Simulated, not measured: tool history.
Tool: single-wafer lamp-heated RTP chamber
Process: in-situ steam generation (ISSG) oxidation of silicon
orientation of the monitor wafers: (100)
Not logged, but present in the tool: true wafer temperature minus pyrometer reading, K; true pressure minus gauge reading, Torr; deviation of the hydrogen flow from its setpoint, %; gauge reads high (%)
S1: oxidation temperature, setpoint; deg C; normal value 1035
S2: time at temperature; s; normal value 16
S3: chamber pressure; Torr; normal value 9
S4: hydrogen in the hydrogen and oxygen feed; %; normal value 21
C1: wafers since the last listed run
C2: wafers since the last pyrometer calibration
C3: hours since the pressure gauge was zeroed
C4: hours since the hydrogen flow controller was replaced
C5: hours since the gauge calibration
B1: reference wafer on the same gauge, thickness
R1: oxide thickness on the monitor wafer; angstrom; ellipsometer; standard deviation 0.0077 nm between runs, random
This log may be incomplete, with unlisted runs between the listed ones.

run,hour,S1,S2,S3,S4,C1,C2,C3,C4,C5,B1,R1
1,0,1035,16,9,21,0,1574,3994.7,21.2,317.3,5.719,52.49
# hour 9.1: pyrometer window cleaned and pyrometer calibrated
2,12.4,1035,16,9,21,40,30,4007.1,33.6,329.7,5.72,51.4
3,27.2,1022,16,9,17,134,164,4021.9,48.4,344.5,5.723,46.34
4,33.8,1047,16,9,21,60,224,4028.5,55,351.1,5.72,54.82
5,40,1040,16,9,21,56,281,4034.7,61.2,357.3,5.718,53.19
6,61.4,1023,16,9,21,194,476,4056.1,82.6,378.7,5.719,49.17
7,69.2,1035,13,9,31,71,547,4063.9,90.4,386.5,5.719,51.8
8,78.1,1035,16,9,21,81,628,4072.8,99.3,395.4,5.722,52.1
9,87.1,1035,20,9.5,21,81,710,4081.8,108.3,404.4,5.72,57.94
# hour 88.1: gauge calibrated
10,101.9,1022,21,9,21,134,845,4096.6,123.1,13.8,5.721,56.07
11,112.1,1053,11,10,21,92,937,4106.8,133.3,24,5.72,46.43
# hour 124.1: pressure gauge zeroed
12,124.6,1035,16,9.4,21,40,978,0.5,145.8,36.5,5.719,51.84
13,137.4,1035,16,8.2,21,116,1095,13.3,158.6,49.3,5.718,52.63
14,148.4,1016,16,9.6,21,100,1195,24.3,169.6,60.3,5.72,47.55
15,155.8,1027,16,10.2,25,67,1263,31.7,177,67.7,5.721,51.29
16,168.3,1043,16,9,15,113,1376,44.2,189.5,80.2,5.72,50.49
# hour 183.1: pyrometer window cleaned and pyrometer calibrated
17,212.7,1053,16,9,21,331,269,88.6,233.9,124.6,5.718,56.82
18,220.1,1035,16,9,21,67,337,96,241.3,132,5.718,51.78
19,236.2,1040,11,10.2,21,146,483,112.1,257.4,148.1,5.72,43.31
20,249,1035,16,9,21,116,600,124.9,270.2,160.9,5.722,52.08
21,265,1044,21,10.2,13,145,745,140.9,286.2,176.9,5.722,55.8
22,281.4,1035,16,9,21,149,895,157.3,302.6,193.3,5.722,52.25

Forecast run 23:
23,293.4,1046,20,9,14,109,1004,169.3,314.6,205.3,?,?

Run 23 produced B1 5.719, R1 56.72 angstrom.
Were there no unlogged condition in the tool, this run, its random variation unchanged, would have produced R1 55.68 angstrom.

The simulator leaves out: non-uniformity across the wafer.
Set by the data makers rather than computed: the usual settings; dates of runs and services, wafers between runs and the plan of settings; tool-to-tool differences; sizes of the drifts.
